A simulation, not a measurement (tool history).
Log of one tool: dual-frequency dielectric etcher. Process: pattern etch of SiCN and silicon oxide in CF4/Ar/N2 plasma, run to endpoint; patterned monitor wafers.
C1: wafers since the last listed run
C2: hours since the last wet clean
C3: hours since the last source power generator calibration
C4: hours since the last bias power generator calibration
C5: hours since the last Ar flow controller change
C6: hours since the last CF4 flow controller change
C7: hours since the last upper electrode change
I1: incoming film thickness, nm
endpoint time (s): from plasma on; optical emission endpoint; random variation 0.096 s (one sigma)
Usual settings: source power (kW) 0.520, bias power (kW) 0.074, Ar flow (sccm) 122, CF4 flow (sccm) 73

run 1 day=0.000 | source_power_(kW)=0.520 bias_power_(kW)=0.074 Ar_flow_(sccm)=122 CF4_flow_(sccm)=73 | C1=0 C2=272.9 C3=846.1 C4=3326.7 C5=4607.2 C6=3527.6 C7=1805.6 | I1=14.45 | endpoint_time_(s)=15.1
run 2 day=3.417 | source_power_(kW)=0.520 bias_power_(kW)=0.074 Ar_flow_(sccm)=122 CF4_flow_(sccm)=73 | C1=1582 C2=354.9 C3=928.1 C4=3408.7 C5=4689.2 C6=3609.6 C7=1887.6 | I1=14.53 | endpoint_time_(s)=15.1
run 3 day=7.025 | source_power_(kW)=0.520 bias_power_(kW)=0.074 Ar_flow_(sccm)=122 CF4_flow_(sccm)=73 | C1=1671 C2=441.5 C3=1014.7 C4=3495.3 C5=4775.8 C6=3696.2 C7=1974.2 | I1=14.48 | endpoint_time_(s)=15.2
-- day=10.204 wet clean of the chamber
run 4 day=10.225 | source_power_(kW)=0.520 bias_power_(kW)=0.074 Ar_flow_(sccm)=122 CF4_flow_(sccm)=73 | C1=1018 C2=0.5 C3=1091.5 C4=3572.1 C5=4852.6 C6=3773.0 C7=2051.0 | I1=14.51 | endpoint_time_(s)=15.2
run 5 day=12.967 | source_power_(kW)=0.520 bias_power_(kW)=0.074 Ar_flow_(sccm)=122 CF4_flow_(sccm)=73 | C1=1269 C2=66.3 C3=1157.3 C4=3637.9 C5=4918.4 C6=3838.8 C7=2116.8 | I1=14.29 | endpoint_time_(s)=14.7
run 6 day=15.925 | source_power_(kW)=0.520 bias_power_(kW)=0.074 Ar_flow_(sccm)=122 CF4_flow_(sccm)=73 | C1=1369 C2=137.3 C3=1228.3 C4=3708.9 C5=4989.4 C6=3909.8 C7=2187.8 | I1=14.56 | endpoint_time_(s)=15.2
run 7 day=19.154 | source_power_(kW)=0.520 bias_power_(kW)=0.074 Ar_flow_(sccm)=122 CF4_flow_(sccm)=73 | C1=1495 C2=214.8 C3=1305.8 C4=3786.4 C5=5066.9 C6=3987.3 C7=2265.3 | I1=14.64 | endpoint_time_(s)=15.3
-- day=22.642 upper electrode replaced
-- day=26.346 Ar flow controller replaced
-- day=28.283 source power generator calibrated
run 8 day=29.346 | source_power_(kW)=0.520 bias_power_(kW)=0.074 Ar_flow_(sccm)=122 CF4_flow_(sccm)=73 | C1=4063 C2=459.4 C3=25.5 C4=4031.0 C5=72.0 C6=4231.9 C7=160.9 | I1=14.40 | endpoint_time_(s)=16.1
run 9 day=31.754 | source_power_(kW)=0.520 bias_power_(kW)=0.074 Ar_flow_(sccm)=122 CF4_flow_(sccm)=73 | C1=1115 C2=517.2 C3=83.3 C4=4088.8 C5=129.8 C6=4289.7 C7=218.7 | I1=14.51 | endpoint_time_(s)=16.3
run 10 day=33.567 | source_power_(kW)=0.520 bias_power_(kW)=0.074 Ar_flow_(sccm)=122 CF4_flow_(sccm)=73 | C1=839 C2=560.7 C3=126.8 C4=4132.3 C5=173.3 C6=4333.2 C7=262.2 | I1=14.60 | endpoint_time_(s)=16.4
-- day=34.583 bias power generator calibrated
-- day=36.683 wet clean of the chamber
run 11 day=36.704 | source_power_(kW)=0.520 bias_power_(kW)=0.074 Ar_flow_(sccm)=122 CF4_flow_(sccm)=73 | C1=912 C2=0.5 C3=202.1 C4=50.9 C5=248.6 C6=4408.5 C7=337.5 | I1=14.47 | endpoint_time_(s)=16.2
-- day=37.129 source power generator calibrated, repeated, since the last time left the tool worse
-- day=37.362 CF4 flow controller replaced
run 12 day=40.167 | source_power_(kW)=0.460 bias_power_(kW)=0.074 Ar_flow_(sccm)=122 CF4_flow_(sccm)=73 | C1=1419 C2=83.6 C3=72.9 C4=134.0 C5=331.7 C6=67.3 C7=420.6 | I1=14.48 | endpoint_time_(s)=16.9
run 13 day=43.842 | source_power_(kW)=0.520 bias_power_(kW)=0.074 Ar_flow_(sccm)=122 CF4_flow_(sccm)=73 | C1=1701 C2=171.8 C3=161.1 C4=222.2 C5=419.9 C6=155.5 C7=508.8 | I1=14.50 | endpoint_time_(s)=15.4
run 14 day=45.838 | source_power_(kW)=0.640 bias_power_(kW)=0.074 Ar_flow_(sccm)=122 CF4_flow_(sccm)=73 | C1=924 C2=219.7 C3=209.0 C4=270.1 C5=467.8 C6=203.4 C7=556.7 | I1=14.39 | endpoint_time_(s)=12.8
run 15 day=48.300 | source_power_(kW)=0.650 bias_power_(kW)=0.074 Ar_flow_(sccm)=122 CF4_flow_(sccm)=73 | C1=1140 C2=278.8 C3=268.1 C4=329.2 C5=526.9 C6=262.5 C7=615.8 | I1=14.30 | endpoint_time_(s)=12.6
run 16 day=51.425 | source_power_(kW)=0.520 bias_power_(kW)=0.074 Ar_flow_(sccm)=122 CF4_flow_(sccm)=73 | C1=1447 C2=353.8 C3=343.1 C4=404.2 C5=601.9 C6=337.5 C7=690.8 | I1=14.39 | endpoint_time_(s)=15.1
run 17 day=53.496 | source_power_(kW)=0.520 bias_power_(kW)=0.074 Ar_flow_(sccm)=122 CF4_flow_(sccm)=73 | C1=958 C2=403.5 C3=392.8 C4=453.9 C5=651.6 C6=387.2 C7=740.5 | I1=14.30 | endpoint_time_(s)=15.0
run 18 day=57.967 | source_power_(kW)=0.520 bias_power_(kW)=0.082 Ar_flow_(sccm)=122 CF4_flow_(sccm)=73 | C1=2070 C2=510.8 C3=500.1 C4=561.2 C5=758.9 C6=494.5 C7=847.8 | I1=14.38 | endpoint_time_(s)=14.1
-- day=59.658 wet clean of the chamber
run 19 day=59.912 | source_power_(kW)=0.520 bias_power_(kW)=0.063 Ar_flow_(sccm)=122 CF4_flow_(sccm)=73 | C1=438 C2=6.1 C3=546.8 C4=607.9 C5=805.6 C6=541.2 C7=894.5 | I1=14.60 | endpoint_time_(s)=16.7
run 20 day=63.575 | source_power_(kW)=0.440 bias_power_(kW)=0.090 Ar_flow_(sccm)=110 CF4_flow_(sccm)=73 | C1=1696 C2=94.0 C3=634.7 C4=695.8 C5=893.5 C6=629.1 C7=982.4 | I1=14.45 | endpoint_time_(s)=15.2
run 21 day=65.121 | source_power_(kW)=0.420 bias_power_(kW)=0.058 Ar_flow_(sccm)=134 CF4_flow_(sccm)=88 | C1=715 C2=131.1 C3=671.8 C4=732.9 C5=930.6 C6=666.2 C7=1019.5 | I1=14.45 | endpoint_time_(s)=20.5

4 ways to go on from here, each from the tool as it stands after run 21. What would each give?
run A day=65.138 | source_power_(kW)=0.560 bias_power_(kW)=0.074 Ar_flow_(sccm)=122 CF4_flow_(sccm)=73 | C1=7 C2=131.5 C3=672.2 C4=733.3 C5=931.0 C6=666.6 C7=1019.9 | I1=14.57 | endpoint_time_(s)=?
run B day=65.138 | source_power_(kW)=0.520 bias_power_(kW)=0.059 Ar_flow_(sccm)=122 CF4_flow_(sccm)=73 | C1=7 C2=131.5 C3=672.2 C4=733.3 C5=931.0 C6=666.6 C7=1019.9 | I1=14.57 | endpoint_time_(s)=?
run C day=65.138 | source_power_(kW)=0.420 bias_power_(kW)=0.064 Ar_flow_(sccm)=98 CF4_flow_(sccm)=56 | C1=7 C2=131.5 C3=672.2 C4=733.3 C5=931.0 C6=666.6 C7=1019.9 | I1=14.57 | endpoint_time_(s)=?
run D day=65.138 | source_power_(kW)=0.630 bias_power_(kW)=0.074 Ar_flow_(sccm)=122 CF4_flow_(sccm)=73 | C1=7 C2=131.5 C3=672.2 C4=733.3 C5=931.0 C6=666.6 C7=1019.9 | I1=14.57 | endpoint_time_(s)=?

run=A endpoint_time_(s)=14.4
run=B endpoint_time_(s)=17.4
run=C endpoint_time_(s)=19.5
run=D endpoint_time_(s)=13.1
Without the tool's hidden state the same runs would have given:
run=A endpoint_time_(s)=14.6
run=B endpoint_time_(s)=17.6
run=C endpoint_time_(s)=19.7
run=D endpoint_time_(s)=13.3
